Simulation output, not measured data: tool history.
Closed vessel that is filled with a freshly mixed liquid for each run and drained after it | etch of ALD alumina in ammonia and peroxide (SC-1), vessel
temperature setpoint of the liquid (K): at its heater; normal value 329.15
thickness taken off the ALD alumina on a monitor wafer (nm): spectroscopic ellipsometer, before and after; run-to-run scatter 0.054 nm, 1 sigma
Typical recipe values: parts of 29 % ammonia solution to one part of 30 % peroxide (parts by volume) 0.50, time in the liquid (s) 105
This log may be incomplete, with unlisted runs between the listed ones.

run,hour,temperature setpoint of the liquid (K),parts of 29 % ammonia solution to one part of 30 % peroxide (parts by volume),time in the liquid (s),wafers since the last listed run,hours since the thermometer was replaced,hours since the ammonia flow meter was replaced,hours since the drum of ammonia solution was connected,hours since the gauge calibration,"read-back film thickness of the ALD alumina reference wafer, read on the same gauge (nm)",thickness taken off the ALD alumina on a monitor wafer (nm)
1,0.0,329.15,0.50,105,0,199.8,1076.7,234.6,1391.4,139.99,7.32
2,63.3,329.15,0.50,105,8623,263.1,1140.0,297.9,1454.7,140.04,7.35
3,109.6,327.15,0.50,105,6307,309.4,1186.3,344.2,1501.0,140.04,6.69
# hour 111.9: new drum of ammonia solution connected
4,173.5,336.15,0.40,105,8569,373.3,1250.2,61.6,1564.9,139.99,10.47
5,376.6,329.15,0.60,105,27669,576.4,1453.3,264.7,1768.0,140.00,7.56
6,415.0,329.15,0.60,105,5231,614.8,1491.7,303.1,1806.4,140.01,7.53
7,468.4,329.15,0.50,105,7275,668.2,1545.1,356.5,1859.8,140.00,7.49
# hour 491.3: new drum of ammonia solution connected
# hour 637.8: gauge calibrated
8,669.8,329.15,0.50,105,27302,869.6,1746.5,178.5,32.0,139.96,7.43
9,720.7,329.15,0.50,105,6934,920.5,1797.4,229.4,82.9,140.00,7.54
10,766.3,329.15,0.50,105,6212,966.1,1843.0,275.0,128.5,139.99,7.58
11,800.8,329.15,0.50,105,4700,1000.6,1877.5,309.5,163.0,139.98,7.63
# hour 870.1: thermometer replaced
12,870.6,329.15,0.50,105,9373,0.5,1947.3,379.3,232.8,140.02,7.38
# hour 901.5: new drum of ammonia solution connected
# hour 931.0: ammonia flow meter replaced
13,935.2,326.15,0.75,150,8528,65.1,4.2,33.7,297.4,140.04,9.28
14,960.9,335.15,0.60,105,3501,90.8,29.9,59.4,323.1,140.02,10.29
15,1000.8,338.65,0.50,50,5435,130.7,69.8,99.3,363.0,139.99,5.68
16,1072.1,329.15,0.50,105,9713,202.0,141.1,170.6,434.3,139.97,7.48
17,1114.2,329.15,0.50,105,5735,244.1,183.2,212.7,476.4,140.00,7.44
18,1164.4,339.15,0.30,85,6839,294.3,233.4,262.9,526.6,139.99,9.62
19,1232.3,329.15,0.30,105,9250,362.2,301.3,330.8,594.5,140.00,7.15
# hour 1260.8: new drum of ammonia solution connected
20,1291.6,329.15,0.55,105,7942,421.5,360.6,30.8,653.8,140.01,7.43
21,1359.8,329.15,0.50,105,9291,489.7,428.8,99.0,722.0,140.01,7.45
22,1425.8,319.15,0.70,80,8991,555.7,494.8,165.0,788.0,139.99,3.44
23,1489.6,329.15,0.65,105,8691,619.5,558.6,228.8,851.8,140.03,7.57
24,1552.0,329.15,0.40,45,8501,681.9,621.0,291.2,914.2,139.97,3.13
25,1580.0,329.15,0.30,130,3814,709.9,649.0,319.2,942.2,140.03,8.93
# hour 1624.6: new drum of ammonia solution connected
26,1640.7,329.15,0.50,105,8133,770.6,709.7,16.1,1002.9,140.01,7.47
27,1669.1,329.15,0.35,105,3869,799.0,738.1,44.5,1031.3,139.99,7.25
28,1723.1,329.15,0.30,130,7356,853.0,792.1,98.5,1085.3,140.01,8.93
# hour 1772.1: thermometer replaced
29,1782.7,322.15,0.50,105,7983,10.6,851.7,158.1,1144.9,140.04,5.03

What differs in the tool's unlogged condition from the final listed run ahead of each entry between runs to the first listed run following it?
Runs 3 to 4: new drum of ammonia solution connected (hour 111.9)
  liquid hotter than its thermometer reads (K): 0.196 -> 0.236
  measured less the result without the state, thickness taken off the ALD alumina on a monitor wafer (nm): +0.07 -> +0.13
Runs 7 to 8: new drum of ammonia solution connected (hour 491.3); gauge calibrated (hour 637.8)
  liquid hotter than its thermometer reads (K): 0.42 -> 0.546
  measured less the result without the state, thickness taken off the ALD alumina on a monitor wafer (nm): +0.17 -> +0.21
Runs 11 to 12: thermometer replaced (hour 870.1)
  liquid hotter than its thermometer reads (K): 0.628 -> 0.152
  measured less the result without the state, thickness taken off the ALD alumina on a monitor wafer (nm): +0.25 -> +0.06
Runs 12 to 13: new drum of ammonia solution connected (hour 901.5); ammonia flow meter replaced (hour 931.0)
  liquid hotter than its thermometer reads (K): 0.152 -> 0.192
  measured less the result without the state, thickness taken off the ALD alumina on a monitor wafer (nm): +0.06 -> +0.09
Runs 19 to 20: new drum of ammonia solution connected (hour 1260.8)
  liquid hotter than its thermometer reads (K): 0.378 -> 0.415
  measured less the result without the state, thickness taken off the ALD alumina on a monitor wafer (nm): +0.14 -> +0.16
Runs 25 to 26: new drum of ammonia solution connected (hour 1624.6)
  liquid hotter than its thermometer reads (K): 0.595 -> 0.633
  measured less the result without the state, thickness taken off the ALD alumina on a monitor wafer (nm): +0.28 -> +0.25
Runs 28 to 29: thermometer replaced (hour 1772.1)
  liquid hotter than its thermometer reads (K): 0.685 -> 0.0352
  measured less the result without the state, thickness taken off the ALD alumina on a monitor wafer (nm): +0.32 -> +0.01
